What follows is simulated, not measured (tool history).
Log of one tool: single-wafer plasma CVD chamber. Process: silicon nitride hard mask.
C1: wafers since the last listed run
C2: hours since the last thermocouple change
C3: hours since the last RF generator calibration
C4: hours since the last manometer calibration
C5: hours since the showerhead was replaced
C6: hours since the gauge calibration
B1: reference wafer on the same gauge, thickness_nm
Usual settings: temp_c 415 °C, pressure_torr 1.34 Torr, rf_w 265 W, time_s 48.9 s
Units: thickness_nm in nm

{"run": 1, "hour": 0.0, "temp_c": 415, "pressure_torr": 1.34, "rf_w": 265, "time_s": 48.9, "C1": 0, "C2": 495.3, "C3": 1516.4, "C4": 1799.1, "C5": 7397.5, "C6": 253.1, "B1": 47.594, "thickness_nm": 44.908}
{"run": 2, "hour": 29.9, "temp_c": 415, "pressure_torr": 1.34, "rf_w": 265, "time_s": 48.9, "C1": 486, "C2": 525.2, "C3": 1546.3, "C4": 1829.0, "C5": 7427.4, "C6": 283.0, "B1": 47.601, "thickness_nm": 44.641}
{"run": 3, "hour": 47.3, "temp_c": 415, "pressure_torr": 1.34, "rf_w": 280, "time_s": 48.9, "C1": 283, "C2": 542.6, "C3": 1563.7, "C4": 1846.4, "C5": 7444.8, "C6": 300.4, "B1": 47.615, "thickness_nm": 45.939}
{"run": 4, "hour": 74.8, "temp_c": 415, "pressure_torr": 1.34, "rf_w": 280, "time_s": 48.9, "C1": 447, "C2": 570.1, "C3": 1591.2, "C4": 1873.9, "C5": 7472.3, "C6": 327.9, "B1": 47.579, "thickness_nm": 45.91}
{"run": 5, "hour": 106.9, "temp_c": 415, "pressure_torr": 1.34, "rf_w": 280, "time_s": 48.9, "C1": 522, "C2": 602.2, "C3": 1623.3, "C4": 1906.0, "C5": 7504.4, "C6": 360.0, "B1": 47.583, "thickness_nm": 46.068}
{"run": 6, "hour": 169.2, "temp_c": 415, "pressure_torr": 1.34, "rf_w": 265, "time_s": 48.9, "C1": 1014, "C2": 664.5, "C3": 1685.6, "C4": 1968.3, "C5": 7566.7, "C6": 422.3, "B1": 47.588, "thickness_nm": 45.057}
{"run": 7, "hour": 186.5, "temp_c": 415, "pressure_torr": 1.34, "rf_w": 265, "time_s": 48.9, "C1": 281, "C2": 681.8, "C3": 1702.9, "C4": 1985.6, "C5": 7584.0, "C6": 439.6, "B1": 47.605, "thickness_nm": 44.909}
{"hour": 213.1, "done": "capacitance manometer re-zeroed and calibrated"}
{"hour": 216.2, "done": "showerhead replaced"}
{"run": 8, "hour": 235.2, "temp_c": 415, "pressure_torr": 1.34, "rf_w": 265, "time_s": 48.9, "C1": 612, "C2": 730.5, "C3": 1751.6, "C4": 22.1, "C5": 19.0, "C6": 488.3, "B1": 47.596, "thickness_nm": 45.012}
{"run": 9, "hour": 255.1, "temp_c": 415, "pressure_torr": 1.34, "rf_w": 265, "time_s": 48.9, "C1": 323, "C2": 750.4, "C3": 1771.5, "C4": 42.0, "C5": 38.9, "C6": 508.2, "B1": 47.583, "thickness_nm": 44.752}
{"hour": 274.5, "done": "RF generator calibrated"}
{"run": 10, "hour": 279.3, "temp_c": 415, "pressure_torr": 1.34, "rf_w": 265, "time_s": 48.9, "C1": 263, "C2": 774.6, "C3": 4.8, "C4": 66.2, "C5": 63.1, "C6": 532.4, "B1": 47.61, "thickness_nm": 44.963}
{"run": 11, "hour": 309.5, "temp_c": 415, "pressure_torr": 1.34, "rf_w": 265, "time_s": 43.1, "C1": 491, "C2": 804.8, "C3": 35.0, "C4": 96.4, "C5": 93.3, "C6": 562.6, "B1": 47.628, "thickness_nm": 39.612}
{"run": 12, "hour": 340.8, "temp_c": 415, "pressure_torr": 1.34, "rf_w": 265, "time_s": 48.9, "C1": 509, "C2": 836.1, "C3": 66.3, "C4": 127.7, "C5": 124.6, "C6": 593.9, "B1": 47.607, "thickness_nm": 45.002}
{"run": 13, "hour": 355.9, "temp_c": 415, "pressure_torr": 1.17, "rf_w": 265, "time_s": 42.4, "C1": 245, "C2": 851.2, "C3": 81.4, "C4": 142.8, "C5": 139.7, "C6": 609.0, "B1": 47.603, "thickness_nm": 38.169}
{"hour": 365.5, "done": "gauge calibrated"}
{"run": 14, "hour": 380.8, "temp_c": 410, "pressure_torr": 1.59, "rf_w": 295, "time_s": 42.0, "C1": 405, "C2": 876.1, "C3": 106.3, "C4": 167.7, "C5": 164.6, "C6": 15.3, "B1": 47.601, "thickness_nm": 41.722}
{"hour": 390.5, "done": "thermocouple changed; heater temperature recalibrated"}
{"run": 15, "hour": 410.8, "temp_c": 415, "pressure_torr": 1.23, "rf_w": 245, "time_s": 48.9, "C1": 358, "C2": 20.3, "C3": 136.3, "C4": 197.7, "C5": 194.6, "C6": 45.3, "B1": 47.591, "thickness_nm": 42.829}
{"run": 16, "hour": 440.6, "temp_c": 415, "pressure_torr": 1.34, "rf_w": 265, "time_s": 48.9, "C1": 485, "C2": 50.1, "C3": 166.1, "C4": 227.5, "C5": 224.4, "C6": 75.1, "B1": 47.59, "thickness_nm": 44.926}
{"run": 17, "hour": 452.8, "temp_c": 404, "pressure_torr": 1.34, "rf_w": 265, "time_s": 48.9, "C1": 198, "C2": 62.3, "C3": 178.3, "C4": 239.7, "C5": 236.6, "C6": 87.3, "B1": 47.581, "thickness_nm": 45.096}
{"run": 18, "hour": 472.8, "temp_c": 400, "pressure_torr": 1.34, "rf_w": 265, "time_s": 56.6, "C1": 325, "C2": 82.3, "C3": 198.3, "C4": 259.7, "C5": 256.6, "C6": 107.3, "B1": 47.595, "thickness_nm": 52.202}
{"run": 19, "hour": 487.0, "temp_c": 403, "pressure_torr": 1.02, "rf_w": 265, "time_s": 48.9, "C1": 231, "C2": 96.5, "C3": 212.5, "C4": 273.9, "C5": 270.8, "C6": 121.5, "B1": 47.58, "thickness_nm": 43.489}
{"run": 20, "hour": 508.8, "temp_c": 415, "pressure_torr": 1.61, "rf_w": 290, "time_s": 56.4, "C1": 354, "C2": 118.3, "C3": 234.3, "C4": 295.7, "C5": 292.6, "C6": 143.3, "B1": 47.594, "thickness_nm": 55.333}
{"run": 21, "hour": 535.1, "temp_c": 415, "pressure_torr": 1.24, "rf_w": 280, "time_s": 40.4, "C1": 428, "C2": 144.6, "C3": 260.6, "C4": 322.0, "C5": 318.9, "C6": 169.6, "B1": 47.595, "thickness_nm": 37.687}

4 ways to go on from here, each from the tool as it stands after run 21. What would each give?
{"run": "A", "hour": 535.5, "temp_c": 415, "pressure_torr": 1.34, "rf_w": 265, "time_s": 48.9, "C1": 6, "C2": 145.0, "C3": 261.0, "C4": 322.4, "C5": 319.3, "C6": 170.0, "B1": "?", "thickness_nm": "?"}
{"run": "B", "hour": 535.5, "temp_c": 428, "pressure_torr": 1.01, "rf_w": 265, "time_s": 55.4, "C1": 6, "C2": 145.0, "C3": 261.0, "C4": 322.4, "C5": 319.3, "C6": 170.0, "B1": "?", "thickness_nm": "?"}
{"run": "C", "hour": 535.5, "temp_c": 415, "pressure_torr": 1.34, "rf_w": 265, "time_s": 53.5, "C1": 6, "C2": 145.0, "C3": 261.0, "C4": 322.4, "C5": 319.3, "C6": 170.0, "B1": "?", "thickness_nm": "?"}
{"run": "D", "hour": 535.5, "temp_c": 415, "pressure_torr": 1.23, "rf_w": 265, "time_s": 48.9, "C1": 6, "C2": 145.0, "C3": 261.0, "C4": 322.4, "C5": 319.3, "C6": 170.0, "B1": "?", "thickness_nm": "?"}

run=A B1=47.596 thickness_nm=44.956
run=B B1=47.596 thickness_nm=48.436
run=C B1=47.596 thickness_nm=49.176
run=D B1=47.596 thickness_nm=44.339
Without the tool's hidden state the same runs would have given:
run=A thickness_nm=44.956
run=B thickness_nm=48.436
run=C thickness_nm=49.176
run=D thickness_nm=44.339

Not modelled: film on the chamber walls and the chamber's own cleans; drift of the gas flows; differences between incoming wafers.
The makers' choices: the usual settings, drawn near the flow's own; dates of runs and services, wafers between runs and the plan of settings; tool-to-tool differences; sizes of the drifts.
